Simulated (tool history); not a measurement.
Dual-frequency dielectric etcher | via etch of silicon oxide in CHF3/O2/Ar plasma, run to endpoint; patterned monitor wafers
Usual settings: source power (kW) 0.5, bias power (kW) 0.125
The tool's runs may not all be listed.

run,hour,source power (kW),bias power (kW),"incoming incoming film thickness, nm",endpoint time (s)
1,0,0.56,0.143,547.1,314
2,51,0.56,0.143,548.1,318.7
3,89.5,0.56,0.143,547,319.3
4,104.6,0.5,0.106,554.2,371.3
5,135.5,0.5,0.105,550.8,371
6,153.2,0.56,0.114,549.7,342.1
7,180.2,0.56,0.114,553.8,345.6
# hour 232: source power generator calibrated
8,237.3,0.5,0.125,552.9,357.8
9,254.9,0.5,0.125,548,354.9
10,270.8,0.5,0.125,552,358.6
# hour 289.1: bias power generator calibrated
11,292.1,0.59,0.125,553.6,329.6
# hour 329.6: wet clean of the chamber
12,330.1,0.59,0.125,550.4,318.5
13,330.5,0.5,0.125,551.2,346.4
14,347.8,0.5,0.125,549.2,346.6
15,362.6,0.5,0.125,550.1,345.8
16,380.2,0.42,0.139,558.8,379.5
17,413,0.39,0.155,546.4,376.1
18,435.6,0.5,0.098,551.1,372.8
19,459,0.54,0.125,552.1,338.1
# hour 483.8: upper electrode replaced
20,484.3,0.5,0.125,545.7,347.8
21,503.5,0.61,0.107,546,326.9
22,537.1,0.41,0.103,549.2,414.9
23,551.9,0.56,0.114,546.3,336.3
24,586.9,0.39,0.134,550.8,401.4
25,621.7,0.44,0.154,549,358.3

Forecast each of these 4 alternatives for the next run:
A,622.2,0.5,0.139,551.9,?
B,622.2,0.43,0.117,551.9,?
C,622.2,0.43,0.109,551.9,?
D,622.2,0.43,0.152,551.9,?

run,endpoint time (s)
A,344.2
B,393.8
C,401.6
D,364.9
Without the tool's hidden state the same runs would have given:
run,endpoint time (s)
A,337.1
B,385.6
C,393.3
D,357.3
